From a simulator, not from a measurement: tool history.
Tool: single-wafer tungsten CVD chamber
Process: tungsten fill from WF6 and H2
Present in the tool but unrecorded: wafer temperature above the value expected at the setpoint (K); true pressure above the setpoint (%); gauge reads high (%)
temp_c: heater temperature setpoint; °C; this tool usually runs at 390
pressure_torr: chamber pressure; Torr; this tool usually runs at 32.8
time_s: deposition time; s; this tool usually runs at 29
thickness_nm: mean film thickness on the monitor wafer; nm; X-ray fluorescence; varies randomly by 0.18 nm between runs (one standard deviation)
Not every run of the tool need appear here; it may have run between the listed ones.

run,hour,temp_c,pressure_torr,time_s,wafers since the last listed run,hours since the last thermocouple change,hours since the last manometer calibration,hours since the showerhead was replaced,hours since the gauge calibration,"read-back reference wafer on the same gauge, thickness_nm",thickness_nm
1,0,390,30.6,33.3,0,1515.5,158.7,61.6,3605.3,59.243,79.057
2,74.4,390,32.8,29,1424,1589.9,233.1,136,3679.7,59.207,71.256
3,174.6,390,32.8,29,1918,1690.1,333.3,236.2,3779.9,59.177,70.88
4,227.7,390,30.5,29,1016,1743.2,386.4,289.3,3833,59.153,68.704
5,277.6,390,32.8,29,955,1793.1,436.3,339.2,3882.9,59.151,71.202
6,361.3,390,32.8,29,1602,1876.8,520,422.9,3966.6,59.196,71.041
7,407.9,390,32.8,29,892,1923.4,566.6,469.5,4013.2,59.247,71.011
8,506.8,390,32.8,29,1893,2022.3,665.5,568.4,4112.1,59.242,70.82
# hour 530.6: gauge calibrated
9,595.3,390,32.8,29,1694,2110.8,754,656.9,64.7,59.169,70.899
10,660.4,390,32.8,29,1246,2175.9,819.1,722,129.8,59.245,70.582
# hour 675.1: capacitance manometer re-zeroed and calibrated
11,721.6,390,32.8,29,1018,2237.1,46.5,783.2,191,59.159,70.869
12,812.3,390,35.8,29,1736,2327.8,137.2,873.9,281.7,59.183,73.652
13,875,390,35,29,1200,2390.5,199.9,936.6,344.4,59.216,72.991
# hour 964.7: thermocouple changed; heater temperature recalibrated
14,965.2,390,26.1,24.9,1573,0.5,290.1,1026.8,434.6,59.25,55.166
15,1010.5,381,32.8,33.4,867,45.8,335.4,1072.1,479.9,59.096,69.672
16,1065.8,390,32.8,29,1058,101.1,390.7,1127.4,535.2,59.204,70.945
17,1149.3,390,38,29,1598,184.6,474.2,1210.9,618.7,59.255,75.379
18,1225.8,402,32.8,29,1464,261.1,550.7,1287.4,695.2,59.207,86.268
19,1306.2,390,32.8,29,1539,341.5,631.1,1367.8,775.6,59.192,70.931
20,1373.9,390,32.8,29,1296,409.2,698.8,1435.5,843.3,59.125,70.903
21,1481.3,399,37.7,24.2,2056,516.6,806.2,1542.9,950.7,59.258,73.115
22,1532.1,397,32.8,29,972,567.4,857,1593.7,1001.5,59.145,79.733
# hour 1549.9: capacitance manometer re-zeroed and calibrated
23,1611.2,380,32.8,26.9,1361,646.5,61.3,1672.8,1080.6,59.256,55.114
24,1718.4,390,32.8,29,2052,753.7,168.5,1780,1187.8,59.153,70.986
25,1812.1,398,32.8,34.4,1793,847.4,262.2,1873.7,1281.5,59.15,96.17
26,1858.8,394,32.8,26,894,894.1,308.9,1920.4,1328.2,59.271,68.188
27,1953.1,399,36.5,29,1805,988.4,403.2,2014.7,1422.5,59.238,86.562
28,1993.8,403,37.6,29,779,1029.1,443.9,2055.4,1463.2,59.184,93.038
29,2048.2,395,28.9,23.7,1041,1083.5,498.3,2109.8,1517.6,59.178,59.815
30,2086.7,403,37.6,29,737,1122,536.8,2148.3,1556.1,59.132,93.049
31,2189.8,390,25.9,29,1973,1225.1,639.9,2251.4,1659.2,59.154,63.968
32,2232.1,383,27,31.1,809,1267.4,682.2,2293.7,1701.5,59.196,61.748
33,2268.8,381,25,29,702,1304.1,718.9,2330.4,1738.2,59.253,53.954
34,2332.7,390,32.8,29,1223,1368,782.8,2394.3,1802.1,59.164,70.865
# hour 2365: capacitance manometer re-zeroed and calibrated
35,2421.1,390,37.3,23.4,1539,1456.4,56.1,2482.7,1890.5,59.172,60.528

What differs in the tool's unlogged condition from the final listed run ahead of each entry between runs to the first listed run following it?
From run 8 to run 9: gauge calibrated (hour 530.6)
  no difference in the tool's unlogged condition between these two runs
From run 10 to run 11: capacitance manometer re-zeroed and calibrated (hour 675.1)
  no difference in the tool's unlogged condition between these two runs
From run 13 to run 14: thermocouple changed; heater temperature recalibrated (hour 964.7)
  no difference in the tool's unlogged condition between these two runs
From run 22 to run 23: capacitance manometer re-zeroed and calibrated (hour 1549.9)
  no difference in the tool's unlogged condition between these two runs
From run 34 to run 35: capacitance manometer re-zeroed and calibrated (hour 2365)
  no difference in the tool's unlogged condition between these two runs
